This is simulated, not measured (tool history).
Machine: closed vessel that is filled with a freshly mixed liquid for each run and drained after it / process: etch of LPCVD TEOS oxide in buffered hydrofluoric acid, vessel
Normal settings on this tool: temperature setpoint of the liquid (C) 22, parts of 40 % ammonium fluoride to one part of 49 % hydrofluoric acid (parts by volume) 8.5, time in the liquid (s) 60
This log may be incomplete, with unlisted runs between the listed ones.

run   hour  temperature setpoint of the liquid (C)  parts of 40 % ammonium fluoride to one part of 49 % hydrofluoric acid (parts by volume)  time in the liquid (s)  wafers since the last listed run  hours since the thermometer was replaced  hours since the hydrofluoric acid flow meter was replaced  hours since the gauge calibration  read-back film thickness of the LPCVD TEOS oxide reference wafer, read on the same gauge (nm)  thickness taken off the LPCVD TEOS oxide on a monitor wafer (Å)
  1      0                                    19.5                                                                                      8.5                      60                                 0                                     741.2                                                      937.5                               16.8                                                                                          69.99                                                           2885.8
  2   17.5                                    23.5                                                                                      8.5                      60                              1676                                     758.7                                                        955                               34.3                                                                                          69.99                                                             3599
  3   34.6                                    23.5                                                                                      8.5                      60                              1637                                     775.8                                                      972.1                               51.4                                                                                          70.01                                                           3616.8
  4   49.5                                    23.5                                                                                      8.5                      60                              1427                                     790.7                                                        987                               66.3                                                                                          70.01                                                           3608.5
  5   56.2                                      21                                                                                      8.5                      60                               641                                     797.4                                                      993.7                                 73                                                                                          69.99                                                           3139.6
  6   66.4                                      21                                                                                      8.5                      60                               976                                     807.6                                                     1003.9                               83.2                                                                                          70.01                                                           3147.3
      72.2  -- hydrofluoric acid flow meter replaced
  7   83.6                                      22                                                                                      8.5                      35                              1551                                     824.8                                                       11.4                              100.4                                                                                          70.04                                                           2189.6
  8   97.2                                      22                                                                                      8.5                      60                              1302                                     838.4                                                         25                                114                                                                                          70.03                                                           3751.4
  9  106.9                                      22                                                                                      8.5                      60                               929                                     848.1                                                       34.7                              123.7                                                                                          70.02                                                           3740.7
 10  113.1                                      24                                                                                      8.5                      35                               593                                     854.3                                                       40.9                              129.9                                                                                          69.97                                                             2437
 11  130.4                                      25                                                                                      8.5                      60                              1656                                     871.6                                                       58.2                              147.2                                                                                          70.01                                                           4389.5
 12    137                                      22                                                                                      8.5                      60                               632                                     878.2                                                       64.8                              153.8                                                                                          69.99                                                           3749.4
 13  150.5                                    26.5                                                                                      5.5                      70                              1292                                     891.7                                                       78.3                              167.3                                                                                          69.99                                                           8514.7
 14  163.5                                      20                                                                                        5                      45                              1245                                     904.7                                                       91.3                              180.3                                                                                          70.04                                                           4136.6
     171.8  -- gauge calibrated
 15  175.2                                      22                                                                                      8.5                      60                              1120                                     916.4                                                        103                                3.4                                                                                          70.06                                                           3730.8
     177.4  -- thermometer replaced
 16  186.3                                      27                                                                                      8.5                      90                               967                                       8.9                                                      114.1                               14.5                                                                                          70.01                                                           6224.5

Predict the results of run 17:
 17  219.5                                      22                                                                                      8.5                      60                              3179                                      42.1                                                      147.3                               47.7                                                                                              ?                                                                ?

read-back film thickness of the LPCVD TEOS oxide reference wafer, read on the same gauge (nm): 70.01
thickness taken off the LPCVD TEOS oxide on a monitor wafer (Å): 3181.6
Had the tool carried no hidden state, the very same run would have given thickness taken off the LPCVD TEOS oxide on a monitor wafer (Å) 3232.4.
